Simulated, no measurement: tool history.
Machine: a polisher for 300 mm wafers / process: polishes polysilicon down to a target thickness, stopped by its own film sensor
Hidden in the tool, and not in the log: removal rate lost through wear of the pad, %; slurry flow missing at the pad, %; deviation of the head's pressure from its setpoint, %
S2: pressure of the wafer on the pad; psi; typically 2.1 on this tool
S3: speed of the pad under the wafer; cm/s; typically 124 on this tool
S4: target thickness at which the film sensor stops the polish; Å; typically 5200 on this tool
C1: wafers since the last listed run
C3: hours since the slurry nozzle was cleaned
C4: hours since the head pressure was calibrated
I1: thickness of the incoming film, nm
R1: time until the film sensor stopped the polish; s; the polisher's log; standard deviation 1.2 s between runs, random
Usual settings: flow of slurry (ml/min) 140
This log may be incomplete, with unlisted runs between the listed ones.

{"run": 1, "day": 0.0, "flow of slurry (ml/min)": 140, "S2": 2.1, "S3": 124, "S4": 5200, "C1": 0, "wafers polished on this pad": 108, "C3": 245.8, "C4": 492.4, "I1": 1245.6, "R1": 110.6}
{"day": 0.292, "done": "slurry nozzle cleaned"}
{"run": 2, "day": 0.75, "flow of slurry (ml/min)": 140, "S2": 2.1, "S3": 124, "S4": 5200, "C1": 82, "wafers polished on this pad": 190, "C3": 11.0, "C4": 510.4, "I1": 1254.2, "R1": 106.7}
{"run": 3, "day": 1.25, "flow of slurry (ml/min)": 140, "S2": 2.1, "S3": 124, "S4": 5200, "C1": 58, "wafers polished on this pad": 248, "C3": 23.0, "C4": 522.4, "I1": 1251.2, "R1": 104.9}
{"run": 4, "day": 1.733, "flow of slurry (ml/min)": 140, "S2": 2.1, "S3": 124, "S4": 5200, "C1": 56, "wafers polished on this pad": 305, "C3": 34.6, "C4": 534.0, "I1": 1249.9, "R1": 107.2}
{"run": 5, "day": 2.025, "flow of slurry (ml/min)": 140, "S2": 2.1, "S3": 124, "S4": 5200, "C1": 33, "wafers polished on this pad": 338, "C3": 41.6, "C4": 541.0, "I1": 1248.9, "R1": 108.2}
{"run": 6, "day": 2.429, "flow of slurry (ml/min)": 140, "S2": 2.1, "S3": 124, "S4": 5200, "C1": 46, "wafers polished on this pad": 385, "C3": 51.3, "C4": 550.7, "I1": 1260.5, "R1": 105.9}
{"run": 7, "day": 2.862, "flow of slurry (ml/min)": 140, "S2": 2.1, "S3": 124, "S4": 5200, "C1": 50, "wafers polished on this pad": 436, "C3": 61.7, "C4": 561.1, "I1": 1265.4, "R1": 107.6}
{"run": 8, "day": 4.267, "flow of slurry (ml/min)": 140, "S2": 2.1, "S3": 124, "S4": 5200, "C1": 163, "wafers polished on this pad": 599, "C3": 95.4, "C4": 594.8, "I1": 1242.3, "R1": 105.8}
{"day": 5.829, "done": "worn pad replaced by a new one"}
{"day": 6.1, "done": "head pressure recalibrated"}
{"run": 9, "day": 6.121, "flow of slurry (ml/min)": 140, "S2": 2.1, "S3": 124, "S4": 5200, "C1": 186, "wafers polished on this pad": 24, "C3": 139.9, "C4": 0.5, "I1": 1244.7, "R1": 106.9}
{"run": 10, "day": 6.317, "flow of slurry (ml/min)": 140, "S2": 2.1, "S3": 124, "S4": 5200, "C1": 22, "wafers polished on this pad": 46, "C3": 144.6, "C4": 5.2, "I1": 1244.5, "R1": 108.8}
{"run": 11, "day": 6.858, "flow of slurry (ml/min)": 140, "S2": 2.1, "S3": 124, "S4": 5200, "C1": 62, "wafers polished on this pad": 109, "C3": 157.6, "C4": 18.2, "I1": 1247.5, "R1": 108.8}
{"run": 12, "day": 7.412, "flow of slurry (ml/min)": 140, "S2": 2.1, "S3": 124, "S4": 5200, "C1": 64, "wafers polished on this pad": 173, "C3": 170.9, "C4": 31.5, "I1": 1270.6, "R1": 111.2}
{"run": 13, "day": 7.975, "flow of slurry (ml/min)": 140, "S2": 1.8, "S3": 138, "S4": 5200, "C1": 65, "wafers polished on this pad": 239, "C3": 184.4, "C4": 45.0, "I1": 1257.6, "R1": 109.0}
{"run": 14, "day": 8.338, "flow of slurry (ml/min)": 190, "S2": 2.3, "S3": 124, "S4": 6420, "C1": 42, "wafers polished on this pad": 281, "C3": 193.1, "C4": 53.7, "I1": 1262.0, "R1": 83.6}
{"run": 15, "day": 8.929, "flow of slurry (ml/min)": 140, "S2": 2.1, "S3": 160, "S4": 5200, "C1": 68, "wafers polished on this pad": 350, "C3": 207.3, "C4": 67.9, "I1": 1249.9, "R1": 85.1}
{"run": 16, "day": 9.467, "flow of slurry (ml/min)": 140, "S2": 2.1, "S3": 124, "S4": 5200, "C1": 62, "wafers polished on this pad": 412, "C3": 220.2, "C4": 80.8, "I1": 1232.3, "R1": 110.1}
{"day": 10.358, "done": "slurry nozzle cleaned"}
{"run": 17, "day": 11.196, "flow of slurry (ml/min)": 140, "S2": 2.1, "S3": 80, "S4": 7400, "C1": 195, "wafers polished on this pad": 608, "C3": 20.1, "C4": 122.3, "I1": 1248.0, "R1": 115.2}
{"run": 18, "day": 11.538, "flow of slurry (ml/min)": 140, "S2": 1.4, "S3": 124, "S4": 7390, "C1": 39, "wafers polished on this pad": 648, "C3": 28.3, "C4": 130.5, "I1": 1225.3, "R1": 89.4}
{"run": 19, "day": 11.9, "flow of slurry (ml/min)": 180, "S2": 2.1, "S3": 124, "S4": 3850, "C1": 42, "wafers polished on this pad": 690, "C3": 37.0, "C4": 139.2, "I1": 1242.3, "R1": 119.8}
{"run": 20, "day": 12.154, "flow of slurry (ml/min)": 115, "S2": 1.5, "S3": 124, "S4": 5200, "C1": 29, "wafers polished on this pad": 719, "C3": 43.1, "C4": 145.3, "I1": 1236.6, "R1": 131.7}
{"run": 21, "day": 12.479, "flow of slurry (ml/min)": 140, "S2": 2.1, "S3": 124, "S4": 5200, "C1": 37, "wafers polished on this pad": 757, "C3": 50.9, "C4": 153.1, "I1": 1245.9, "R1": 104.4}
{"day": 12.829, "done": "worn pad replaced by a new one"}
{"run": 22, "day": 13.142, "flow of slurry (ml/min)": 140, "S2": 2.3, "S3": 124, "S4": 5200, "C1": 57, "wafers polished on this pad": 36, "C3": 66.8, "C4": 169.0, "I1": 1237.6, "R1": 99.1}

Branching from run 22: 4 alternative next runs. What would each branch give?
{"run": "A", "day": 13.162, "flow of slurry (ml/min)": 140, "S2": 2.1, "S3": 124, "S4": 5200, "C1": 2, "wafers polished on this pad": 38, "C3": 67.3, "C4": 169.5, "I1": 1250.2, "R1": "?"}
{"run": "B", "day": 13.162, "flow of slurry (ml/min)": 140, "S2": 2.4, "S3": 164, "S4": 2750, "C1": 2, "wafers polished on this pad": 38, "C3": 67.3, "C4": 169.5, "I1": 1250.2, "R1": "?"}
{"run": "C", "day": 13.162, "flow of slurry (ml/min)": 140, "S2": 1.6, "S3": 150, "S4": 4430, "C1": 2, "wafers polished on this pad": 38, "C3": 67.3, "C4": 169.5, "I1": 1250.2, "R1": "?"}
{"run": "D", "day": 13.162, "flow of slurry (ml/min)": 140, "S2": 2.1, "S3": 152, "S4": 7420, "C1": 2, "wafers polished on this pad": 38, "C3": 67.3, "C4": 169.5, "I1": 1250.2, "R1": "?"}

run=A R1=109.4
run=B R1=101.0
run=C R1=118.3
run=D R1=62.1
Take away the tool's hidden state, keep each run's random variation, and the runs would have read:
run=A R1=107.6
run=B R1=99.4
run=C R1=116.4
run=D R1=61.1
